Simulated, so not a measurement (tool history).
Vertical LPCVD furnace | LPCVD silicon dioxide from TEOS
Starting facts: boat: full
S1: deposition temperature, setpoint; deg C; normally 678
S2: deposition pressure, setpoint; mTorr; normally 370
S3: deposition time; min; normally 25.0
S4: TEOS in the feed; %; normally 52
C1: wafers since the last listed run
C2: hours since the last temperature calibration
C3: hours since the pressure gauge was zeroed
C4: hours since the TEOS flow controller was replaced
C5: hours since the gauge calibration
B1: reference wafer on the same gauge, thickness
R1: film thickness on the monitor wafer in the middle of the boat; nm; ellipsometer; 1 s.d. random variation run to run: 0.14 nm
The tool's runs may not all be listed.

run   hour   S1   S2    S3  S4   C1      C2      C3      C4     C5      B1      R1
  1    0.0  678  370  33.0  52    0  2131.0  4914.9  3214.0   70.2  110.31  138.36
  2    8.9  678  370  33.0  52  111  2139.9  4923.8  3222.9   79.1  110.32  138.34
  3   19.9  678  370  33.0  52  138  2150.9  4934.8  3233.9   90.1  110.27  138.08
  4   67.6  678  310  25.0  52  598  2198.6  4982.5  3281.6  137.8  110.29   96.24
  5   78.2  678  310  25.0  52  133  2209.2  4993.1  3292.2  148.4  110.34   96.04
     108.7  -- thermocouples replaced and temperature profile calibrated
  6  114.6  678  350  25.0  46  155     5.9  5029.5  3328.6  184.8  110.33   87.51
  7  130.8  678  350  25.0  46  203    22.1  5045.7  3344.8  201.0  110.31   87.84
  8  143.6  678  370  18.5  52  160    34.9  5058.5  3357.6  213.8  110.28   71.28
     145.0  -- gauge calibrated
  9  154.0  678  370  18.5  52  130    45.3  5068.9  3368.0    9.0  110.25   71.50
 10  169.4  678  370  25.0  44  193    60.7  5084.3  3383.4   24.4  110.21   88.86
 11  186.8  685  310  25.0  52  218    78.1  5101.7  3400.8   41.8  110.34  104.78

Run 12, settings as shown, results not yet in. Your forecast:
 12  200.9  688  320  18.5  49  176  92.2  5115.8  3414.9  55.9   ?   ?

{"run 12": {"B1": 110.29, "R1": 82.18}}
The same run, on a tool lacking any hidden state, would have yielded R1 80.61 nm.
